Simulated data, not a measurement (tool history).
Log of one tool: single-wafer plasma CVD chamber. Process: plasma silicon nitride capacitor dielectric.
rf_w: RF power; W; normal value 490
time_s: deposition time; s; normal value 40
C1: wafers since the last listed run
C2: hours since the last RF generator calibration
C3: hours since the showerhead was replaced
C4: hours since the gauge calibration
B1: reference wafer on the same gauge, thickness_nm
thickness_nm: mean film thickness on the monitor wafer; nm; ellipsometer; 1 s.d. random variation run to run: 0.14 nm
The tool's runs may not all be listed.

{"run": 1, "day": 0.0, "rf_w": 490, "time_s": 40, "C1": 0, "C2": 1580.2, "C3": 2763.7, "C4": 246.1, "B1": 57.698, "thickness_nm": 57.502}
{"run": 2, "day": 1.908, "rf_w": 490, "time_s": 40, "C1": 558, "C2": 1626, "C3": 2809.5, "C4": 291.9, "B1": 57.688, "thickness_nm": 57.11}
{"run": 3, "day": 3.1, "rf_w": 490, "time_s": 40, "C1": 348, "C2": 1654.6, "C3": 2838.1, "C4": 320.5, "B1": 57.69, "thickness_nm": 56.98}
{"run": 4, "day": 5.833, "rf_w": 420, "time_s": 35.4, "C1": 799, "C2": 1720.2, "C3": 2903.7, "C4": 386.1, "B1": 57.71, "thickness_nm": 48.686}
{"run": 5, "day": 8.312, "rf_w": 490, "time_s": 40, "C1": 725, "C2": 1779.7, "C3": 2963.2, "C4": 445.6, "B1": 57.712, "thickness_nm": 56.933}
{"run": 6, "day": 10.592, "rf_w": 490, "time_s": 40, "C1": 666, "C2": 1834.4, "C3": 3017.9, "C4": 500.3, "B1": 57.707, "thickness_nm": 56.913}
{"run": 7, "day": 12.558, "rf_w": 445, "time_s": 46.4, "C1": 575, "C2": 1881.6, "C3": 3065.1, "C4": 547.5, "B1": 57.686, "thickness_nm": 64.532}
{"day": 14.354, "done": "RF generator calibrated"}
{"run": 8, "day": 14.438, "rf_w": 445, "time_s": 46.4, "C1": 452, "C2": 2, "C3": 3110.2, "C4": 592.6, "B1": 57.687, "thickness_nm": 65.835}
{"run": 9, "day": 15.621, "rf_w": 490, "time_s": 42.2, "C1": 346, "C2": 30.4, "C3": 3138.6, "C4": 621, "B1": 57.703, "thickness_nm": 61.357}
{"run": 10, "day": 18.438, "rf_w": 490, "time_s": 42.2, "C1": 823, "C2": 98, "C3": 3206.2, "C4": 688.6, "B1": 57.691, "thickness_nm": 61.189}
{"run": 11, "day": 20.188, "rf_w": 490, "time_s": 42.2, "C1": 511, "C2": 140, "C3": 3248.2, "C4": 730.6, "B1": 57.706, "thickness_nm": 61.372}
{"run": 12, "day": 21.742, "rf_w": 490, "time_s": 40, "C1": 454, "C2": 177.3, "C3": 3285.5, "C4": 767.9, "B1": 57.689, "thickness_nm": 58.145}
{"run": 13, "day": 24.267, "rf_w": 490, "time_s": 34.3, "C1": 738, "C2": 237.9, "C3": 3346.1, "C4": 828.5, "B1": 57.699, "thickness_nm": 49.886}
{"run": 14, "day": 26.796, "rf_w": 465, "time_s": 45.2, "C1": 739, "C2": 298.6, "C3": 3406.8, "C4": 889.2, "B1": 57.717, "thickness_nm": 64.957}
{"run": 15, "day": 29.762, "rf_w": 525, "time_s": 37.1, "C1": 867, "C2": 369.8, "C3": 3478, "C4": 960.4, "B1": 57.687, "thickness_nm": 54.8}
{"day": 30.338, "done": "gauge calibrated"}
{"day": 31.746, "done": "showerhead replaced"}
{"run": 16, "day": 32.196, "rf_w": 490, "time_s": 32.1, "C1": 614, "C2": 428.2, "C3": 10.8, "C4": 44.6, "B1": 57.687, "thickness_nm": 46.653}
{"run": 17, "day": 34.333, "rf_w": 585, "time_s": 37.1, "C1": 625, "C2": 479.5, "C3": 62.1, "C4": 95.9, "B1": 57.703, "thickness_nm": 55.989}
{"run": 18, "day": 35.729, "rf_w": 570, "time_s": 33.2, "C1": 408, "C2": 513, "C3": 95.6, "C4": 129.4, "B1": 57.707, "thickness_nm": 49.794}
{"run": 19, "day": 36.908, "rf_w": 445, "time_s": 43.7, "C1": 344, "C2": 541.3, "C3": 123.9, "C4": 157.7, "B1": 57.687, "thickness_nm": 62.176}
{"run": 20, "day": 38.508, "rf_w": 535, "time_s": 43, "C1": 467, "C2": 579.7, "C3": 162.3, "C4": 196.1, "B1": 57.696, "thickness_nm": 63.659}
{"run": 21, "day": 40.588, "rf_w": 425, "time_s": 46.5, "C1": 608, "C2": 629.6, "C3": 212.2, "C4": 246, "B1": 57.708, "thickness_nm": 65.39}
{"run": 22, "day": 42.879, "rf_w": 545, "time_s": 34.8, "C1": 670, "C2": 684.6, "C3": 267.2, "C4": 301, "B1": 57.715, "thickness_nm": 51.893}
{"run": 23, "day": 45.479, "rf_w": 490, "time_s": 40, "C1": 760, "C2": 747, "C3": 329.6, "C4": 363.4, "B1": 57.697, "thickness_nm": 57.752}

3 ways to go on from here, each from the tool as it stands after run 23. What would each give?
{"run": "A", "day": 45.496, "rf_w": 490, "time_s": 40, "C1": 4, "C2": 747.4, "C3": 330, "C4": 363.8, "B1": "?", "thickness_nm": "?"}
{"run": "B", "day": 45.496, "rf_w": 560, "time_s": 46.8, "C1": 4, "C2": 747.4, "C3": 330, "C4": 363.8, "B1": "?", "thickness_nm": "?"}
{"run": "C", "day": 45.496, "rf_w": 555, "time_s": 33, "C1": 4, "C2": 747.4, "C3": 330, "C4": 363.8, "B1": "?", "thickness_nm": "?"}

run=A B1=57.689 thickness_nm=57.83
run=B B1=57.689 thickness_nm=69.763
run=C B1=57.689 thickness_nm=49.09
With no hidden state in the tool, these same runs would have given:
run=A thickness_nm=58.093
run=B thickness_nm=70.08
run=C thickness_nm=49.313
